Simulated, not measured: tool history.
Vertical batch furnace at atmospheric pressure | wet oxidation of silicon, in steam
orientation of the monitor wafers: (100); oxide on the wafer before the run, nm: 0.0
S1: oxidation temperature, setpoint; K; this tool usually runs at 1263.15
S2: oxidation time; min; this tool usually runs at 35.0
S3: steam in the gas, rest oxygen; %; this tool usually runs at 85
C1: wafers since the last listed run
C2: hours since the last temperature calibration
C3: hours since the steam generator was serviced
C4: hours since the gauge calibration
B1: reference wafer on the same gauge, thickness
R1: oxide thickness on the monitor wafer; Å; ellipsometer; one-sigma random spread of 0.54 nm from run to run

| run | hour | S1 | S2 | S3 | C1 | C2 | C3 | C4 | B1 | R1 |
|---|---|---|---|---|---|---|---|---|---|---|
| 1 | 0.0 | 1270.15 | 35.0 | 85 | 0 | 4307.9 | 1334.8 | 180.5 | 195.11 | 2394.3 |
| 2 | 6.5 | 1270.15 | 35.0 | 85 | 69 | 4314.4 | 1341.3 | 187.0 | 194.78 | 2389.1 |
| 3 | 20.3 | 1270.15 | 35.0 | 85 | 147 | 4328.2 | 1355.1 | 200.8 | 194.94 | 2394.4 |
| 4 | 27.1 | 1263.15 | 26.5 | 85 | 72 | 4335.0 | 1361.9 | 207.6 | 194.88 | 1795.0 |
|  | 31.7 | gauge calibrated |
| 5 | 42.3 | 1274.15 | 41.0 | 85 | 162 | 4350.2 | 1377.1 | 10.6 | 195.06 | 2791.3 |
| 6 | 53.4 | 1274.15 | 41.0 | 85 | 118 | 4361.3 | 1388.2 | 21.7 | 194.90 | 2787.9 |
| 7 | 67.8 | 1274.15 | 41.0 | 85 | 154 | 4375.7 | 1402.6 | 36.1 | 194.94 | 2792.2 |
|  | 104.4 | thermocouples replaced and temperature profile calibrated |
| 8 | 104.9 | 1263.15 | 39.5 | 85 | 140 | 0.5 | 1439.7 | 73.2 | 195.07 | 2457.5 |
| 9 | 108.4 | 1263.15 | 39.5 | 85 | 37 | 4.0 | 1443.2 | 76.7 | 194.98 | 2465.1 |
| 10 | 112.0 | 1263.15 | 39.5 | 85 | 38 | 7.6 | 1446.8 | 80.3 | 194.91 | 2459.0 |
| 11 | 121.0 | 1263.15 | 35.0 | 85 | 96 | 16.6 | 1455.8 | 89.3 | 194.97 | 2246.8 |
| 12 | 132.2 | 1271.15 | 35.0 | 85 | 119 | 27.8 | 1467.0 | 100.5 | 195.04 | 2415.9 |
| 13 | 138.4 | 1271.15 | 35.0 | 85 | 66 | 34.0 | 1473.2 | 106.7 | 194.95 | 2418.4 |
| 14 | 149.6 | 1271.15 | 35.0 | 85 | 119 | 45.2 | 1484.4 | 117.9 | 194.91 | 2406.1 |
| 15 | 157.4 | 1270.15 | 35.0 | 85 | 83 | 53.0 | 1492.2 | 125.7 | 195.09 | 2393.2 |
| 16 | 166.8 | 1263.15 | 35.0 | 95 | 100 | 62.4 | 1501.6 | 135.1 | 195.19 | 2442.4 |
|  | 197.8 | steam generator serviced |
| 17 | 198.3 | 1247.15 | 49.0 | 92 | 80 | 93.9 | 0.5 | 166.6 | 195.00 | 2809.3 |
| 18 | 201.9 | 1283.15 | 40.5 | 79 | 38 | 97.5 | 4.1 | 170.2 | 194.97 | 2965.4 |
| 19 | 209.3 | 1256.15 | 43.0 | 81 | 79 | 104.9 | 11.5 | 177.6 | 194.85 | 2507.4 |
| 20 | 220.5 | 1263.15 | 35.0 | 85 | 119 | 116.1 | 22.7 | 188.8 | 195.18 | 2359.7 |

Forecast run 21:
| 21 | 232.5 | 1242.15 | 35.0 | 85 | 128 | 128.1 | 34.7 | 200.8 | ? | ? |

{"run 21": {"B1": 194.87, "R1": 1919.4}}
Were there no unlogged condition in the tool, this run, its random variation unchanged, would have produced R1 1941.5 Å.
